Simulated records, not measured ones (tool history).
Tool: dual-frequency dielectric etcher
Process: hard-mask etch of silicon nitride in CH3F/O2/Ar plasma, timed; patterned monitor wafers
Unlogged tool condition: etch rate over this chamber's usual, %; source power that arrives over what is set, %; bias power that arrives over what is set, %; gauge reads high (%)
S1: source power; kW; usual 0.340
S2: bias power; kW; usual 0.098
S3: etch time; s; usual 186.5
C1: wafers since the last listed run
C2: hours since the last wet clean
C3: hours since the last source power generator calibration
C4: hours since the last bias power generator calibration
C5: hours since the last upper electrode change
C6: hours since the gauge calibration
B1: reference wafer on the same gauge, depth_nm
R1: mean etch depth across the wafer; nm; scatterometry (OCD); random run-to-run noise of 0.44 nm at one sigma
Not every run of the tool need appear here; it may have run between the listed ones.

Run 1, hour 0.0: usual settings but S1 0.390 kW, S3 208.0 s; C1 0; C2 214.6; C3 3021.1; C4 958.1; C5 3293.3; C6 3260.6; B1 117.1. Result: R1 152.4 nm.
Run 2, hour 81.9: usual settings but S3 163.5 s; C1 562; C2 296.5; C3 3103.0; C4 1040.0; C5 3375.2; C6 3342.5; B1 116.8. Result: R1 115.4 nm.
Run 3, hour 125.3: usual settings but S3 163.5 s; C1 298; C2 339.9; C3 3146.4; C4 1083.4; C5 3418.6; C6 3385.9; B1 117.0. Result: R1 114.9 nm.
Run 4, hour 206.2: usual settings but S1 0.390 kW, S2 0.105 kW, S3 227.0 s; C1 556; C2 420.8; C3 3227.3; C4 1164.3; C5 3499.5; C6 3466.8; B1 116.8. Result: R1 169.3 nm.
Run 5, hour 280.5: usual settings but S1 0.310 kW, S2 0.086 kW, S3 164.5 s; C1 510; C2 495.1; C3 3301.6; C4 1238.6; C5 3573.8; C6 3541.1; B1 117.0. Result: R1 109.5 nm.
At hour 323.6: gauge calibrated.
Run 6, hour 353.1: usual settings but S3 160.5 s; C1 499; C2 567.7; C3 3374.2; C4 1311.2; C5 3646.4; C6 29.5; B1 117.2. Result: R1 113.2 nm.
At hour 410.5: upper electrode replaced.
Run 7, hour 411.0: usual settings but S1 0.380 kW, S2 0.083 kW, S3 203.0 s; C1 233; C2 625.6; C3 3432.1; C4 1369.1; C5 0.5; C6 87.4; B1 117.0. Result: R1 141.2 nm.
Run 8, hour 512.8: usual settings but S1 0.400 kW, S2 0.109 kW, S3 204.5 s; C1 699; C2 727.4; C3 3533.9; C4 1470.9; C5 102.3; C6 189.2; B1 117.1. Result: R1 153.8 nm.
At hour 557.1: wet clean of the chamber.
Run 9, hour 594.2: usual settings but S3 142.0 s; C1 394; C2 37.1; C3 3615.3; C4 1552.3; C5 183.7; C6 270.6; B1 116.9. Result: R1 99.7 nm.
Run 10, hour 673.1: usual settings but S2 0.116 kW; C1 542; C2 116.0; C3 3694.2; C4 1631.2; C5 262.6; C6 349.5; B1 116.9. Result: R1 137.3 nm.
Run 11, hour 759.0: usual settings but S1 0.380 kW, S2 0.117 kW, S3 202.5 s; C1 590; C2 201.9; C3 3780.1; C4 1717.1; C5 348.5; C6 435.4; B1 117.0. Result: R1 154.1 nm.
Run 12, hour 805.0: usual settings; C1 316; C2 247.9; C3 3826.1; C4 1763.1; C5 394.5; C6 481.4; B1 117.0. Result: R1 131.7 nm.
Run 13, hour 876.8: usual settings; C1 493; C2 319.7; C3 3897.9; C4 1834.9; C5 466.3; C6 553.2; B1 117.0. Result: R1 131.7 nm.
Run 14, hour 973.6: usual settings but S1 0.290 kW, S2 0.076 kW, S3 139.5 s; C1 665; C2 416.5; C3 3994.7; C4 1931.7; C5 563.1; C6 650.0; B1 116.9. Result: R1 88.7 nm.
Run 15, hour 1058.8: usual settings but S1 0.360 kW, S2 0.111 kW, S3 218.5 s; C1 585; C2 501.7; C3 4079.9; C4 2016.9; C5 648.3; C6 735.2; B1 116.8. Result: R1 160.2 nm.
Run 16, hour 1123.7: usual settings but S1 0.380 kW, S2 0.111 kW, S3 217.5 s; C1 446; C2 566.6; C3 4144.8; C4 2081.8; C5 713.2; C6 800.1; B1 117.1. Result: R1 161.4 nm.
At hour 1173.6: source power generator calibrated.
Run 17, hour 1205.9: usual settings but S2 0.075 kW, S3 158.0 s; C1 537; C2 648.8; C3 32.3; C4 2164.0; C5 795.4; C6 882.3; B1 116.9. Result: R1 104.0 nm.
Run 18, hour 1297.5: usual settings but S2 0.083 kW, S3 166.0 s; C1 629; C2 740.4; C3 123.9; C4 2255.6; C5 887.0; C6 973.9; B1 116.9. Result: R1 111.9 nm.
At hour 1327.2: wet clean of the chamber.
At hour 1345.5: bias power generator calibrated.
Run 19, hour 1346.0: usual settings; C1 140; C2 18.8; C3 172.4; C4 0.5; C5 935.5; C6 1022.4; B1 117.0. Result: R1 132.1 nm.
Run 20, hour 1414.0: usual settings but S3 166.0 s; C1 467; C2 86.8; C3 240.4; C4 68.5; C5 1003.5; C6 1090.4; B1 116.8. Result: R1 117.1 nm.
Run 21, hour 1506.4: usual settings but S1 0.360 kW; C1 635; C2 179.2; C3 332.8; C4 160.9; C5 1095.9; C6 1182.8; B1 116.9. Result: R1 134.5 nm.
Run 22, hour 1581.1: usual settings but S1 0.420 kW, S2 0.075 kW; C1 513; C2 253.9; C3 407.5; C4 235.6; C5 1170.6; C6 1257.5; B1 117.0. Result: R1 131.3 nm.
Run 23, hour 1843.9: usual settings but S1 0.370 kW, S3 131.5 s; C1 1806; C2 516.7; C3 670.3; C4 498.4; C5 1433.4; C6 1520.3; B1 117.0. Result: R1 95.2 nm.
Run 24, hour 1925.5: usual settings but S1 0.370 kW, S2 0.078 kW; C1 560; C2 598.3; C3 751.9; C4 580.0; C5 1515.0; C6 1601.9; B1 117.1. Result: R1 127.9 nm.
Run 25, hour 2010.1: usual settings but S1 0.370 kW, S2 0.106 kW; C1 581; C2 682.9; C3 836.5; C4 664.6; C5 1599.6; C6 1686.5; B1 117.0. Result: R1 137.7 nm.
Run 26, hour 2109.5: usual settings; C1 683; C2 782.3; C3 935.9; C4 764.0; C5 1699.0; C6 1785.9; B1 116.8. Result: R1 131.6 nm.
At hour 2163.0: wet clean of the chamber.
Run 27, hour 2176.2: usual settings but S1 0.290 kW, S2 0.110 kW, S3 134.5 s; C1 293; C2 13.2; C3 1002.6; C4 830.7; C5 1765.7; C6 1852.6; B1 117.0. Result: R1 94.3 nm.
Run 28, hour 2240.0: usual settings but S1 0.310 kW, S2 0.077 kW; C1 438; C2 77.0; C3 1066.4; C4 894.5; C5 1829.5; C6 1916.4; B1 116.9. Result: R1 120.9 nm.

5 ways to go on from here, each from the tool as it stands after run 28. What would each give?
Run A, hour 2240.5: usual settings; C1 3; C2 77.5; C3 1066.9; C4 895.0; C5 1830.0; C6 1916.9; B1 ?. Result: R1 ?.
Run B, hour 2240.5: usual settings but S1 0.290 kW, S2 0.082 kW, S3 171.0 s; C1 3; C2 77.5; C3 1066.9; C4 895.0; C5 1830.0; C6 1916.9; B1 ?. Result: R1 ?.
Run C, hour 2240.5: usual settings but S1 0.320 kW, S2 0.113 kW, S3 234.0 s; C1 3; C2 77.5; C3 1066.9; C4 895.0; C5 1830.0; C6 1916.9; B1 ?. Result: R1 ?.
Run D, hour 2240.5: usual settings but S1 0.410 kW, S2 0.111 kW, S3 135.0 s; C1 3; C2 77.5; C3 1066.9; C4 895.0; C5 1830.0; C6 1916.9; B1 ?. Result: R1 ?.
Run E, hour 2240.5: usual settings but S2 0.077 kW; C1 3; C2 77.5; C3 1066.9; C4 895.0; C5 1830.0; C6 1916.9; B1 ?. Result: R1 ?.

run     B1     R1
  A  117.0  132.9
  B  117.0  112.1
  C  117.0  170.5
  D  117.0  104.4
  E  117.0  125.5
Without the tool's unlogged condition, the same runs would have read:
run     R1
  A  133.2
  B  112.4
  C  170.8
  D  104.6
  E  125.7

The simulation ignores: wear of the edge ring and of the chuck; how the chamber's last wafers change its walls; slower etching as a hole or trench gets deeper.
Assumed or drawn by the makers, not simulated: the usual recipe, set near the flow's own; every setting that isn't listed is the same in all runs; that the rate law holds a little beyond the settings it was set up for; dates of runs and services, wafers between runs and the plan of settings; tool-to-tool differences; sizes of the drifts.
